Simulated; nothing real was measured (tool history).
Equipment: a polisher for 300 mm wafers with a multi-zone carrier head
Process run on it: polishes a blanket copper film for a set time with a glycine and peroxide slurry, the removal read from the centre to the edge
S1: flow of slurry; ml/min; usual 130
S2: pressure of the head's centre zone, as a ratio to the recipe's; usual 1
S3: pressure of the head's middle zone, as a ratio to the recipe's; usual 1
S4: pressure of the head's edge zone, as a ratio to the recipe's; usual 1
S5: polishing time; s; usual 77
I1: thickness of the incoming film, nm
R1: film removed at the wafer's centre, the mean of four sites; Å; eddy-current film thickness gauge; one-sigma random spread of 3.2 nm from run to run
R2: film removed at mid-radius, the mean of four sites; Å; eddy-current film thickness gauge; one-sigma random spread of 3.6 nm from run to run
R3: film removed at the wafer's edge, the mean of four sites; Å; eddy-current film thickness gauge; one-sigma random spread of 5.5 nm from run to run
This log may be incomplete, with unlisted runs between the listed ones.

run 1 hour=0 | S1=130 S2=1 S3=1 S4=1 S5=77 | I1=1259.1 | R1=4137 R2=4009 R3=3966
run 2 hour=19.6 | S1=130 S2=1 S3=1 S4=1 S5=77 | I1=1258.7 | R1=4193 R2=4072 R3=3950
run 3 hour=36.9 | S1=130 S2=1 S3=1 S4=1 S5=77 | I1=1233.4 | R1=4135 R2=4127 R3=3974
run 4 hour=58.8 | S1=100 S2=1 S3=1 S4=1 S5=77 | I1=1252.1 | R1=3932 R2=3897 R3=3842
run 5 hour=90.3 | S1=100 S2=1 S3=1 S4=1 S5=77 | I1=1265 | R1=3923 R2=3926 R3=3734
run 6 hour=113 | S1=130 S2=1 S3=1 S4=1 S5=77 | I1=1244.8 | R1=4122 R2=4119 R3=3933
-- hour=118 worn pad replaced by a new one
run 7 hour=134.6 | S1=130 S2=1 S3=1 S4=1 S5=77 | I1=1251.9 | R1=4127 R2=4119 R3=3846
run 8 hour=160.8 | S1=130 S2=1 S3=1 S4=1 S5=77 | I1=1255.2 | R1=4202 R2=4055 R3=4050
run 9 hour=177.9 | S1=130 S2=1 S3=1 S4=1 S5=77 | I1=1257.1 | R1=4236 R2=4121 R3=3862
-- hour=185.8 carrier head's membrane replaced by a new one
run 10 hour=204.3 | S1=115 S2=1 S3=1 S4=1 S5=77 | I1=1249.3 | R1=4051 R2=3957 R3=3756
-- hour=218.1 edge zone pressure recalibrated
run 11 hour=238.6 | S1=145 S2=0.9 S3=0.91 S4=0.97 S5=77 | I1=1249.7 | R1=3969 R2=3900 R3=3846
run 12 hour=261.1 | S1=130 S2=0.9 S3=0.92 S4=1 S5=77 | I1=1246.1 | R1=3876 R2=3775 R3=4071
-- hour=284.6 worn pad replaced by a new one
run 13 hour=285.1 | S1=130 S2=1 S3=1.1 S4=1.11 S5=94 | I1=1235.7 | R1=5055 R2=5356 R3=4972
run 14 hour=314.6 | S1=145 S2=1 S3=1.04 S4=1 S5=77 | I1=1244.6 | R1=4328 R2=4240 R3=3883
run 15 hour=328.3 | S1=130 S2=1.03 S3=1 S4=1 S5=103 | I1=1265.3 | R1=5819 R2=5337 R3=5348
run 16 hour=398.2 | S1=130 S2=1 S3=0.91 S4=1.09 S5=53 | I1=1238.6 | R1=2971 R2=2596 R3=2826
-- hour=405.8 slurry nozzle cleaned
-- hour=424.7 worn pad replaced by a new one
run 17 hour=425.2 | S1=130 S2=1 S3=1 S4=1 S5=77 | I1=1245.8 | R1=4295 R2=4170 R3=3926
-- hour=461 centre zone pressure recalibrated
run 18 hour=494.5 | S1=130 S2=1 S3=1 S4=1 S5=77 | I1=1254.7 | R1=4051 R2=4119 R3=3912
run 19 hour=526 | S1=165 S2=1.11 S3=0.91 S4=1 S5=63 | I1=1251.4 | R1=3778 R2=3263 R3=3333
run 20 hour=544.4 | S1=130 S2=1 S3=0.95 S4=1 S5=77 | I1=1237 | R1=4053 R2=3963 R3=4070
-- hour=581.6 worn pad replaced by a new one
run 21 hour=582.1 | S1=145 S2=0.9 S3=0.91 S4=0.97 S5=77 | I1=1239.6 | R1=3802 R2=3865 R3=3920

Forecast each of these 4 alternatives for the next run:
run A hour=582.5 | S1=130 S2=1.11 S3=1 S4=1 S5=77 | I1=1255.2 | R1=? R2=? R3=?
run B hour=582.5 | S1=165 S2=1 S3=1 S4=1 S5=86 | I1=1255.2 | R1=? R2=? R3=?
run C hour=582.5 | S1=130 S2=0.89 S3=0.9 S4=0.92 S5=77 | I1=1255.2 | R1=? R2=? R3=?
run D hour=582.5 | S1=130 S2=1 S3=1 S4=1.11 S5=77 | I1=1255.2 | R1=? R2=? R3=?

run=A R1=4356 R2=4066 R3=4002
run=B R1=4701 R2=4720 R3=4594
run=C R1=3703 R2=3775 R3=3852
run=D R1=4031 R2=4067 R3=4215
The same runs, with their run-to-run variation unchanged, on a tool lacking any hidden condition would have given:
run=A R1=4319 R2=4066 R3=4002
run=B R1=4660 R2=4720 R3=4594
run=C R1=3671 R2=3775 R3=3852
run=D R1=3996 R2=4067 R3=4215
